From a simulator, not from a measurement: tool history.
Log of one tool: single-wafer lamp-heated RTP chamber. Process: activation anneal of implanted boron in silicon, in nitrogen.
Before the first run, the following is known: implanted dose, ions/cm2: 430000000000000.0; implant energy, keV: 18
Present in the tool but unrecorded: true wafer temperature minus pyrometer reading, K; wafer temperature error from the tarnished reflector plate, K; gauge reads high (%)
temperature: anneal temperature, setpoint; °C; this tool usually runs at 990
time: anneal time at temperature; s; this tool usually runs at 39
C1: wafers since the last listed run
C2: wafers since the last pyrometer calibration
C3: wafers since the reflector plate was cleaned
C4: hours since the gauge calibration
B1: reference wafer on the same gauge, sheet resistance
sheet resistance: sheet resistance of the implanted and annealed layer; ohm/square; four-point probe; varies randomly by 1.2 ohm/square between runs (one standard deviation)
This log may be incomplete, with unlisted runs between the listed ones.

run 1 hour=0 | temperature=977 time=25 | C1=0 C2=4519 C3=6298 C4=310.7 | B1=217.97 | sheet_resistance=237.95
run 2 hour=105.5 | temperature=977 time=25 | C1=1206 C2=5725 C3=7504 C4=416.2 | B1=217.98 | sheet_resistance=239.16
run 3 hour=186.6 | temperature=972 time=52 | C1=927 C2=6652 C3=8432 C4=497.3 | B1=217.88 | sheet_resistance=235.82
-- hour=204.5 pyrometer window cleaned and pyrometer calibrated
run 4 hour=232.1 | temperature=972 time=52 | C1=428 C2=315 C3=8860 C4=542.8 | B1=217.89 | sheet_resistance=237.76
run 5 hour=269.1 | temperature=990 time=39 | C1=423 C2=738 C3=9284 C4=579.8 | B1=217.84 | sheet_resistance=228.9
run 6 hour=347 | temperature=979 time=39 | C1=890 C2=1628 C3=10174 C4=657.7 | B1=218.04 | sheet_resistance=232.81
run 7 hour=423.4 | temperature=990 time=39 | C1=873 C2=2502 C3=11048 C4=734.1 | B1=217.58 | sheet_resistance=231.03
-- hour=503.1 reflector plate cleaned
run 8 hour=527.9 | temperature=1002 time=39 | C1=1103 C2=3605 C3=283 C4=838.6 | B1=217.81 | sheet_resistance=226.55
-- hour=619 gauge calibrated
run 9 hour=627.3 | temperature=990 time=39 | C1=1136 C2=4742 C3=1419 C4=8.3 | B1=218.03 | sheet_resistance=228.44
run 10 hour=695.2 | temperature=990 time=62 | C1=776 C2=5518 C3=2196 C4=76.2 | B1=217.65 | sheet_resistance=228.18
run 11 hour=776.7 | temperature=990 time=39 | C1=931 C2=6450 C3=3128 C4=157.7 | B1=217.91 | sheet_resistance=229.32
-- hour=791.3 pyrometer window cleaned and pyrometer calibrated
run 12 hour=851.3 | temperature=1013 time=47 | C1=761 C2=685 C3=3889 C4=232.3 | B1=217.8 | sheet_resistance=223.49
run 13 hour=946.4 | temperature=990 time=31 | C1=1087 C2=1772 C3=4977 C4=327.4 | B1=218.17 | sheet_resistance=229.91
run 14 hour=1000.1 | temperature=961 time=25 | C1=614 C2=2386 C3=5591 C4=381.1 | B1=217.9 | sheet_resistance=255.57
run 15 hour=1044.1 | temperature=1000 time=54 | C1=503 C2=2890 C3=6094 C4=425.1 | B1=217.71 | sheet_resistance=225.03

What if the next run were any one of these 3? Each begins from the tool's condition after run 15:
run A hour=1044.5 | temperature=990 time=39 | C1=4 C2=2894 C3=6098 C4=425.5 | B1=? | sheet_resistance=?
run B hour=1044.5 | temperature=975 time=29 | C1=4 C2=2894 C3=6098 C4=425.5 | B1=? | sheet_resistance=?
run C hour=1044.5 | temperature=1010 time=52 | C1=4 C2=2894 C3=6098 C4=425.5 | B1=? | sheet_resistance=?

run=A B1=218.22 sheet_resistance=228.4
run=B B1=218.22 sheet_resistance=238.29
run=C B1=218.22 sheet_resistance=222.57
With the hidden condition removed and each run's random variation left untouched, the same runs would have given:
run=A sheet_resistance=228.4
run=B sheet_resistance=238.29
run=C sheet_resistance=222.57
